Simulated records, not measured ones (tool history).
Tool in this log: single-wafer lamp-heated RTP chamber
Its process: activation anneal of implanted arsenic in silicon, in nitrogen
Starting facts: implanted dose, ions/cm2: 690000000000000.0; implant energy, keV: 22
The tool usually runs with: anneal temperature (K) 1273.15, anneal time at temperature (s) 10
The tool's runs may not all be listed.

run	hour	anneal temperature (K)	anneal time at temperature (s)	wafers since the last listed run	wafers since the last pyrometer calibration	wafers since the reflector plate was cleaned	hours since the gauge calibration	read-back reference wafer on the same gauge, sheet resistance	sheet resistance of the implanted and annealed layer (ohm/square)
1	0.0	1280.15	10	0	601	8482	970.1	147.00	176.93
# hour 24.5: reflector plate cleaned
2	71.4	1280.15	10	1242	1844	919	1041.5	146.97	178.24
3	113.1	1280.15	10	817	2661	1736	1083.2	147.08	178.21
4	158.2	1289.15	12	883	3545	2620	1128.3	147.03	174.70
5	256.4	1289.15	12	1924	5469	4545	1226.5	147.02	173.74
6	297.1	1289.15	12	797	6267	5342	1267.2	147.07	173.32
# hour 383.0: pyrometer window cleaned and pyrometer calibrated
7	383.5	1273.15	10	1536	9	6879	1353.6	147.00	179.03
8	459.1	1273.15	10	1481	1490	8360	1429.2	146.99	178.14
# hour 514.8: reflector plate cleaned
9	549.0	1273.15	10	1605	3095	669	1519.1	146.95	179.11
10	653.3	1290.15	5	2044	5139	2713	1623.4	146.96	180.17
11	724.7	1251.15	6	1399	6539	4112	1694.8	146.89	184.85
# hour 780.6: pyrometer window cleaned and pyrometer calibrated
12	794.3	1251.15	6	1207	267	5319	1764.4	147.00	186.15
13	860.2	1284.15	7	1291	1559	6611	1830.3	146.98	179.16
# hour 931.5: gauge calibrated
14	950.7	1273.15	10	1773	3332	8384	19.2	147.03	177.58
# hour 979.6: reflector plate cleaned
# hour 1214.9: pyrometer window cleaned and pyrometer calibrated
15	1222.7	1255.15	4	5016	152	4607	291.2	146.99	188.68
16	1302.1	1251.15	6	1556	1708	6163	370.6	146.98	185.98
17	1355.5	1291.15	6	1046	2754	7209	424.0	147.05	179.32
# hour 1412.9: reflector plate cleaned
18	1462.6	1273.15	10	1942	4696	974	531.1	147.01	178.95
19	1512.0	1292.15	8	968	5664	1942	580.5	147.04	176.71
# hour 1608.0: pyrometer window cleaned and pyrometer calibrated
20	1619.3	1247.15	16	1946	221	3888	687.8	147.10	181.05
21	1663.3	1284.15	7	862	1083	4751	731.8	146.98	179.94
22	1742.8	1290.15	14	1557	2641	6309	811.3	147.06	173.41
23	1783.3	1243.15	13	793	3435	7102	851.8	147.03	181.16
# hour 1824.5: reflector plate cleaned
24	1884.6	1297.15	7	1828	5263	1178	953.1	147.02	177.29
25	1924.5	1243.15	5	781	6045	1959	993.0	146.95	188.28
26	1997.6	1282.15	5	1432	7478	3392	1066.1	146.97	180.99
# hour 2019.8: pyrometer window cleaned and pyrometer calibrated
27	2047.6	1254.15	15	823	545	4215	1116.1	147.04	179.88
28	2139.9	1294.15	6	1808	2354	6024	1208.4	147.03	178.68

What the log doesn't show, run by run:
gauge reads high (%): 0, the same for each run
H1: true wafer temperature minus pyrometer reading, K
H2: wafer temperature error from the tarnished reflector plate, K
run	H1	H2
1	2.05	8.85
2	4.05	1.19
3	5.22	1.44
4	6.49	1.88
5	9.24	3.45
6	10.4	4.34
7	1.34	6.73
8	3.46	9.35
9	5.98	1.19
10	8.91	1.98
11	10.9	3.06
12	0.439	4.55
13	2.29	6.35
14	4.82	9.44
15	0.42	2.6
16	2.65	4.56
17	4.14	6.19
18	7.15	0.444
19	8.53	0.765
20	0.519	2.2
21	1.75	3.08
22	3.98	5.09
23	5.12	6.33
24	7.96	0.759
25	9.08	1.04
26	11.1	1.91
27	3.91	2.78
28	6.5	4.95
